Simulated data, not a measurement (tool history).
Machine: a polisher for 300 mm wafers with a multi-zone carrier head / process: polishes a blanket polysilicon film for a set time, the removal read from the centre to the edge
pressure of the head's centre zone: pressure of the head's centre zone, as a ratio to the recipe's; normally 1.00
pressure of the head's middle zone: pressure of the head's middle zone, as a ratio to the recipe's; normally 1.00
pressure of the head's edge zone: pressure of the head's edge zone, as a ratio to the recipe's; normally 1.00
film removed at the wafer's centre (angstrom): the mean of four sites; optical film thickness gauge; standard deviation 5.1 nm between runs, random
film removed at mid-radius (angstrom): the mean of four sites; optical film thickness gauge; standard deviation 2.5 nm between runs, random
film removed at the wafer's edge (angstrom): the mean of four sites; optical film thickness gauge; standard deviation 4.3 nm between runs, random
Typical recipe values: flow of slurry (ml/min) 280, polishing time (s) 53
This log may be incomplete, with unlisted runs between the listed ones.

run,day,flow of slurry (ml/min),pressure of the head's centre zone,pressure of the head's middle zone,pressure of the head's edge zone,polishing time (s),"incoming thickness of the incoming film, nm",film removed at the wafer's centre (angstrom),film removed at mid-radius (angstrom),film removed at the wafer's edge (angstrom)
1,0.000,280,1.09,1.00,1.00,53,1078.7,4180,3925,4009
# day 0.350: edge zone pressure recalibrated
2,0.421,280,1.09,1.00,1.00,53,1086.6,4258,3938,4031
3,1.054,280,1.00,1.07,0.92,53,1062.4,3932,4207,3851
# day 1.250: slurry nozzle cleaned
4,1.679,350,1.00,0.92,1.00,53,1091.4,4100,3822,4043
5,2.000,280,1.00,1.00,1.00,53,1084.6,3903,3973,4052
6,2.642,280,1.09,1.00,1.00,53,1070.8,4286,3983,4014
7,2.942,215,1.00,1.00,0.95,53,1074.3,3750,3835,3849
8,3.488,215,1.00,0.90,0.92,62,1078.4,4373,4152,4401
# day 3.717: worn pad replaced by a new one
# day 4.329: carrier head's membrane replaced by a new one
9,4.350,280,1.00,1.00,1.00,67,1086.2,4915,5070,5069
10,4.750,280,0.93,1.04,1.09,69,1062.5,4739,5329,5550
11,5.271,360,1.00,1.00,0.93,61,1083.0,4629,4695,4610
12,5.708,280,1.00,1.00,1.00,53,1073.7,3868,3964,4052
13,6.192,280,1.05,1.00,1.00,53,1088.7,4060,3951,3988
14,6.592,250,1.00,0.89,1.00,36,1091.1,2615,2453,2678
15,7.300,280,1.05,0.95,0.95,53,1092.8,4111,3794,3935
16,7.650,280,1.00,1.00,1.00,53,1090.2,3879,3930,4056
17,8.238,280,1.09,1.00,1.00,53,1074.1,4185,3965,3999
# day 8.579: worn pad replaced by a new one
18,8.600,280,1.00,1.00,1.00,63,1076.8,4613,4695,4734
19,9.129,280,1.06,1.00,1.00,53,1084.4,4127,3981,4115
20,9.412,280,0.92,0.89,1.00,53,1082.7,3532,3670,3956
21,9.879,335,0.89,1.00,0.94,64,1098.5,4276,4936,4784

State the hidden condition of the tool at each of the runs:
removal rate lost through wear of the pad, %: 0, the same for each run
slurry flow missing at the pad, %: 0, the same for each run
deviation of the centre zone's pressure from its setpoint, %: 0, the same for each run
deviation of the edge zone's pressure from its setpoint, %: 0, the same for each run
